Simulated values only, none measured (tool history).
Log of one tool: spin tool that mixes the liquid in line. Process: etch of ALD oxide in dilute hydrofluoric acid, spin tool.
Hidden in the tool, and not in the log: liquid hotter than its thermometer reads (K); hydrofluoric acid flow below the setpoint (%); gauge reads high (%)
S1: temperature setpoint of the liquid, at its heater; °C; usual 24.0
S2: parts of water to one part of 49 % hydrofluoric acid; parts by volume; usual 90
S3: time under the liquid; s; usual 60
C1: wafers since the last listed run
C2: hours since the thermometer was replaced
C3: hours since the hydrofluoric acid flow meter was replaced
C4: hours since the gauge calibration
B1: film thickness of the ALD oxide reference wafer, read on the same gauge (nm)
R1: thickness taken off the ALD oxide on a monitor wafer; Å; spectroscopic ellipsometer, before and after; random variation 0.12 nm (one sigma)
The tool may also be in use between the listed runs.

run	hour	S1	S2	S3	C1	C2	C3	C4	B1	R1
1	0.0	25.0	90	40	0	848.1	750.4	148.3	119.99	87.5
2	36.5	25.0	90	40	545	884.6	786.9	184.8	120.02	88.5
3	102.2	24.0	125	60	981	950.3	852.6	250.5	120.00	88.1
4	134.1	27.5	90	60	476	982.2	884.5	282.4	119.98	146.6
5	180.1	27.5	90	60	687	1028.2	930.5	328.4	119.99	145.2
6	270.2	27.5	90	60	1345	1118.3	1020.6	418.5	120.00	143.6
# hour 303.2: thermometer replaced
7	307.5	24.0	90	60	542	4.3	1057.9	455.8	119.98	125.0
8	377.3	24.0	90	60	1042	74.1	1127.7	525.6	120.01	125.7
9	422.7	24.0	90	60	678	119.5	1173.1	571.0	120.02	128.0
10	492.6	24.0	90	60	1044	189.4	1243.0	640.9	120.01	125.9
11	563.6	24.0	90	60	1060	260.4	1314.0	711.9	120.00	126.2
12	594.8	24.0	90	60	466	291.6	1345.2	743.1	119.98	126.7
13	727.4	24.0	90	60	1980	424.2	1477.8	875.7	120.02	125.6
14	789.7	21.0	90	60	930	486.5	1540.1	938.0	120.02	110.0
15	836.3	21.0	90	60	696	533.1	1586.7	984.6	120.00	107.9
16	882.0	21.0	90	60	682	578.8	1632.4	1030.3	120.01	112.1
17	920.3	24.0	90	60	572	617.1	1670.7	1068.6	119.99	124.1
18	966.9	24.0	90	60	696	663.7	1717.3	1115.2	119.96	124.6
# hour 972.9: gauge calibrated
19	999.1	24.0	90	70	480	695.9	1749.5	26.2	120.00	144.7
20	1027.0	27.5	100	75	416	723.8	1777.4	54.1	120.04	156.7
21	1066.8	20.5	90	60	594	763.6	1817.2	93.9	119.99	107.9
22	1169.8	19.5	90	85	1538	866.6	1920.2	196.9	119.97	145.7
23	1240.4	24.0	90	60	1054	937.2	1990.8	267.5	120.02	122.0
# hour 1362.0: thermometer replaced
# hour 1389.1: hydrofluoric acid flow meter replaced
24	1393.2	19.5	90	30	2252	31.2	4.1	420.3	119.99	54.0
25	1450.5	21.5	110	60	855	88.5	61.4	477.6	120.00	93.0
26	1492.9	24.0	90	60	633	130.9	103.8	520.0	120.03	127.3
27	1557.5	21.5	55	30	964	195.5	168.4	584.6	120.03	98.5
28	1691.6	19.0	50	50	2003	329.6	302.5	718.7	120.00	167.6
29	1736.8	24.0	90	60	675	374.8	347.7	763.9	120.04	128.1
30	1772.3	19.0	115	30	530	410.3	383.2	799.4	119.97	39.3
31	1835.8	24.0	90	60	948	473.8	446.7	862.9	120.00	128.6
# hour 1849.1: gauge calibrated
32	1865.2	29.0	115	85	439	503.2	476.1	16.1	119.99	168.3
33	1914.9	24.0	130	60	742	552.9	525.8	65.8	120.00	83.6
34	1949.4	29.0	45	30	515	587.4	560.3	100.3	120.01	164.6

What the log doesn't show, run by run:
liquid hotter than its thermometer reads (K): 0 in every run
gauge reads high (%): 0 in every run
H1: hydrofluoric acid flow below the setpoint (%)
run	H1
1	1.81
2	1.88
3	2.02
4	2.08
5	2.18
6	2.36
7	2.44
8	2.58
9	2.67
10	2.82
11	2.96
12	3.02
13	3.3
14	3.42
15	3.52
16	3.61
17	3.69
18	3.78
19	3.85
20	3.91
21	3.99
22	4.2
23	4.34
24	0.274
25	0.391
26	0.477
27	0.609
28	0.883
29	0.976
30	1.05
31	1.18
32	1.24
33	1.34
34	1.41
